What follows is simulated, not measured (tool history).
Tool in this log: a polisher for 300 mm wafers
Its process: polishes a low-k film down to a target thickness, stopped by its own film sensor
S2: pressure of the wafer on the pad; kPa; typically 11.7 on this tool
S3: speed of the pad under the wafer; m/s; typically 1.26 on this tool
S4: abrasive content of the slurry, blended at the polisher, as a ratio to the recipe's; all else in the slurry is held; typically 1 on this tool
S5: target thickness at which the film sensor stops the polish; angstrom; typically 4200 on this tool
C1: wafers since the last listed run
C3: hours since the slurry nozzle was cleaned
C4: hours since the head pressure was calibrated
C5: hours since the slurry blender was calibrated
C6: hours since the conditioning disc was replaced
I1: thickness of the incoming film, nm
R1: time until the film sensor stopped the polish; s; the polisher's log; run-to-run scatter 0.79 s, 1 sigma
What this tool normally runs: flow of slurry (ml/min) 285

Run 1, hour 0: usual settings but flow of slurry (ml/min) 340, S3 0.88 m/s, S4 1.15, S5 4100 angstrom; C1 0; wafers polished on this pad 2732; C3 350.2; C4 328.1; C5 77.3; C6 271.4; I1 453.5. Result: R1 122 s.
Run 2, hour 54.9: usual settings but S5 4280 angstrom; C1 401; wafers polished on this pad 3133; C3 405.1; C4 383; C5 132.2; C6 326.3; I1 443.7. Result: R1 40.7 s.
Run 3, hour 115.5: usual settings; C1 442; wafers polished on this pad 3576; C3 465.7; C4 443.6; C5 192.8; C6 386.9; I1 447.4. Result: R1 70.2 s.
At hour 143.7: worn pad replaced by a new one.
Run 4, hour 164.3: usual settings but S3 1.06 m/s, S5 4130 angstrom; C1 327; wafers polished on this pad 150; C3 514.5; C4 492.4; C5 241.6; C6 435.7; I1 452.1. Result: R1 111.2 s.
Run 5, hour 233.6: usual settings but flow of slurry (ml/min) 205; C1 506; wafers polished on this pad 657; C3 583.8; C4 561.7; C5 310.9; C6 505; I1 452.5. Result: R1 90.1 s.
At hour 253.7: slurry nozzle cleaned.
At hour 284.3: conditioning disc replaced and pad reconditioned.
Run 6, hour 303: usual settings but S2 13.8 kPa; C1 485; wafers polished on this pad 1142; C3 49.3; C4 631.1; C5 380.3; C6 18.7; I1 454.7. Result: R1 76.3 s.
Run 7, hour 329: usual settings but S4 1.1; C1 189; wafers polished on this pad 1332; C3 75.3; C4 657.1; C5 406.3; C6 44.7; I1 448.4. Result: R1 68.2 s.
Run 8, hour 369: usual settings but flow of slurry (ml/min) 225, S3 1.52 m/s, S4 0.75; C1 292; wafers polished on this pad 1624; C3 115.3; C4 697.1; C5 446.3; C6 84.7; I1 449.3. Result: R1 78.7 s.
At hour 402.6: slurry blender recalibrated.
Run 9, hour 422.3: usual settings but S2 10.3 kPa, S3 1.4 m/s; C1 374; wafers polished on this pad 1999; C3 168.6; C4 750.4; C5 19.7; C6 138; I1 453. Result: R1 85.7 s.
Run 10, hour 486.8: usual settings but flow of slurry (ml/min) 350, S3 1.5 m/s; C1 471; wafers polished on this pad 2470; C3 233.1; C4 814.9; C5 84.2; C6 202.5; I1 457. Result: R1 85.4 s.
Run 11, hour 542.5: usual settings but S3 1.62 m/s, S4 1.1, S5 4240 angstrom; C1 407; wafers polished on this pad 2877; C3 288.8; C4 870.6; C5 139.9; C6 258.2; I1 445.9. Result: R1 47.9 s.
Run 12, hour 585.9: usual settings but flow of slurry (ml/min) 240, S3 0.92 m/s, S4 0.9; C1 317; wafers polished on this pad 3194; C3 332.2; C4 914; C5 183.3; C6 301.6; I1 449.8. Result: R1 93.4 s.
At hour 627.1: worn pad replaced by a new one.
Run 13, hour 654.9: usual settings but S3 1.66 m/s, S5 4160 angstrom; C1 474; wafers polished on this pad 203; C3 401.2; C4 983; C5 252.3; C6 370.6; I1 451.3. Result: R1 81.1 s.
Run 14, hour 719.2: usual settings but S3 0.88 m/s; C1 469; wafers polished on this pad 673; C3 465.5; C4 1047.3; C5 316.6; C6 434.9; I1 454.6. Result: R1 105.1 s.
Run 15, hour 777.8: usual settings; C1 428; wafers polished on this pad 1101; C3 524.1; C4 1105.9; C5 375.2; C6 493.5; I1 441.1. Result: R1 56.7 s.
At hour 787.4: slurry nozzle cleaned.
At hour 828.2: conditioning disc replaced and pad reconditioned.
Run 16, hour 845.7: usual settings but S2 14.5 kPa, S3 0.86 m/s, S4 1.3, S5 4140 angstrom; C1 474; wafers polished on this pad 1575; C3 58.3; C4 1173.8; C5 443.1; C6 17.5; I1 449. Result: R1 78.9 s.
Run 17, hour 904.8: usual settings but S2 13.8 kPa, S4 1.1, S5 4270 angstrom; C1 431; wafers polished on this pad 2007; C3 117.4; C4 1232.9; C5 502.2; C6 76.6; I1 453.2. Result: R1 56.9 s.
At hour 936: slurry blender recalibrated.
Run 18, hour 936.5: usual settings but S4 1.25, S5 4150 angstrom; C1 217; wafers polished on this pad 2224; C3 149.1; C4 1264.6; C5 0.5; C6 108.3; I1 450.9. Result: R1 81.5 s.
Run 19, hour 967.2: usual settings but S2 13.8 kPa, S4 0.85, S5 4170 angstrom; C1 224; wafers polished on this pad 2448; C3 179.8; C4 1295.3; C5 31.2; C6 139; I1 443.6. Result: R1 65.3 s.
Run 20, hour 1015.8: usual settings but flow of slurry (ml/min) 330, S2 9 kPa; C1 355; wafers polished on this pad 2804; C3 228.4; C4 1343.9; C5 79.8; C6 187.6; I1 455.7. Result: R1 104.7 s.
Run 21, hour 1065.8: usual settings; C1 365; wafers polished on this pad 3169; C3 278.4; C4 1393.9; C5 129.8; C6 237.6; I1 446.7. Result: R1 68.1 s.
At hour 1141.1: worn pad replaced by a new one.
Run 22, hour 1263.9: usual settings; C1 1418; wafers polished on this pad 897; C3 476.5; C4 1592; C5 327.9; C6 435.7; I1 454.8. Result: R1 91.6 s.
At hour 1280.9: slurry nozzle cleaned.
At hour 1298.9: conditioning disc replaced and pad reconditioned.
At hour 1312: head pressure recalibrated.
Run 23, hour 1328.3: usual settings but S2 13.8 kPa, S3 0.88 m/s, S5 4290 angstrom; C1 434; wafers polished on this pad 1331; C3 47.4; C4 16.3; C5 392.3; C6 29.4; I1 448.5. Result: R1 50.8 s.
Run 24, hour 1368.7: usual settings; C1 295; wafers polished on this pad 1626; C3 87.8; C4 56.7; C5 432.7; C6 69.8; I1 450.4. Result: R1 75.5 s.

Here are 5 independent what-if runs from the current tool condition. What would each one return?
Run A, hour 1369.2: usual settings; C1 3; wafers polished on this pad 1630; C3 88.3; C4 57.2; C5 433.2; C6 70.3; I1 449.5. Result: R1 ?.
Run B, hour 1369.2: usual settings but S2 14.5 kPa; C1 3; wafers polished on this pad 1630; C3 88.3; C4 57.2; C5 433.2; C6 70.3; I1 449.5. Result: R1 ?.
Run C, hour 1369.2: usual settings but flow of slurry (ml/min) 255, S4 1.1, S5 4270 angstrom; C1 3; wafers polished on this pad 1630; C3 88.3; C4 57.2; C5 433.2; C6 70.3; I1 449.5. Result: R1 ?.
Run D, hour 1369.2: usual settings but S2 9 kPa, S3 1.06 m/s, S4 1.1; C1 3; wafers polished on this pad 1630; C3 88.3; C4 57.2; C5 433.2; C6 70.3; I1 449.5. Result: R1 ?.
Run E, hour 1369.2: usual settings but flow of slurry (ml/min) 360, S5 4280 angstrom; C1 3; wafers polished on this pad 1630; C3 88.3; C4 57.2; C5 433.2; C6 70.3; I1 449.5. Result: R1 ?.

run    R1
  A  73.6
  B  63.3
  C  54.8
  D  91.6
  E  52.5
Without the tool's hidden state the same runs would have given:
run    R1
  A    72
  B  61.7
  C  53.6
  D  90.1
  E  51.4

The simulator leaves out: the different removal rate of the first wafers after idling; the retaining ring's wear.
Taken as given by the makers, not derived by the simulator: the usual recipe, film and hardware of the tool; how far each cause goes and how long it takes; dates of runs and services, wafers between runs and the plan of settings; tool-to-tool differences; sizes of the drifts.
